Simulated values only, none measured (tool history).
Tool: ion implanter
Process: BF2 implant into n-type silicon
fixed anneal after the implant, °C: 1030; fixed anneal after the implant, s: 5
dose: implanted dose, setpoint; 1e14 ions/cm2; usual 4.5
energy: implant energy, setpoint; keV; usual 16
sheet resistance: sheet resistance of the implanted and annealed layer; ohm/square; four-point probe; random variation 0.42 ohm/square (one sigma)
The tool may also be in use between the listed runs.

| run | hour | dose | energy | wafers since the last listed run | hours since the last dose calibration | hours since the extraction supply was calibrated | hours since the gauge calibration | read-back reference wafer on the same gauge, sheet resistance | sheet resistance |
|---|---|---|---|---|---|---|---|---|---|
| 1 | 0 | 4.5 | 16 | 0 | 2247.1 | 2561.9 | 392.9 | 242.07 | 272.48 |
| 2 | 83.6 | 4.5 | 16 | 959 | 2330.7 | 2645.5 | 476.5 | 242.11 | 271.48 |
| 3 | 102.7 | 4.5 | 16 | 219 | 2349.8 | 2664.6 | 495.6 | 242.09 | 271.78 |
| 4 | 130.1 | 5.45 | 19 | 314 | 2377.2 | 2692 | 523 | 242.13 | 230.41 |
| 5 | 156.2 | 5.45 | 19 | 299 | 2403.3 | 2718.1 | 549.1 | 242.01 | 230.91 |
|  | 179.1 | gauge calibrated |
|  | 188.7 | extraction supply calibrated |
| 6 | 190.9 | 4.03 | 16 | 306 | 2438 | 2.2 | 11.8 | 242.03 | 291.62 |
| 7 | 211 | 4.03 | 16 | 230 | 2458.1 | 22.3 | 31.9 | 241.99 | 290.9 |
| 8 | 230.4 | 4.03 | 16 | 222 | 2477.5 | 41.7 | 51.3 | 241.95 | 291.91 |
| 9 | 246.8 | 4.15 | 12 | 188 | 2493.9 | 58.1 | 67.7 | 241.92 | 309.51 |
|  | 256.7 | Faraday cup replaced and dose calibrated |
| 10 | 260.4 | 5.24 | 10.5 | 64 | 3.7 | 71.7 | 81.3 | 241.98 | 297.56 |
| 11 | 282.6 | 4.99 | 16 | 254 | 25.9 | 93.9 | 103.5 | 242.18 | 265.13 |
| 12 | 302.9 | 5.24 | 10.5 | 232 | 46.2 | 114.2 | 123.8 | 242 | 298.1 |
| 13 | 327.6 | 3.36 | 12.5 | 283 | 70.9 | 138.9 | 148.5 | 241.89 | 362.08 |
| 14 | 424.4 | 4.03 | 16 | 1110 | 167.7 | 235.7 | 245.3 | 242 | 302.34 |
| 15 | 445.2 | 4.15 | 12 | 238 | 188.5 | 256.5 | 266.1 | 241.99 | 318.92 |
| 16 | 468.6 | 5.43 | 14.5 | 268 | 211.9 | 279.9 | 289.5 | 242 | 259.48 |
| 17 | 487.8 | 5.17 | 18 | 220 | 231.1 | 299.1 | 308.7 | 242.02 | 249.26 |
| 18 | 503.8 | 4.5 | 19 | 183 | 247.1 | 315.1 | 324.7 | 241.9 | 268.54 |

Measured less the same run without the tool's hidden state. The same run-to-run variation is in both; the gauge's scatter may not be:
The hidden state here: deviation of the true dose from the Faraday cup's reading, %; deviation of the true energy from its setpoint, %; gauge reads high (%).
| run | sheet resistance |
|---|---|
| 1 | -10.05 |
| 2 | -10.05 |
| 3 | -10.08 |
| 4 | -7.95 |
| 5 | -7.99 |
| 6 | -11.75 |
| 7 | -11.73 |
| 8 | -11.78 |
| 9 | -10.53 |
| 10 | +0.63 |
| 11 | +0.5 |
| 12 | +0.24 |
| 13 | +0.06 |
| 14 | -1.16 |
| 15 | -1.24 |
| 16 | -1.05 |
| 17 | -1.36 |
| 18 | -1.83 |
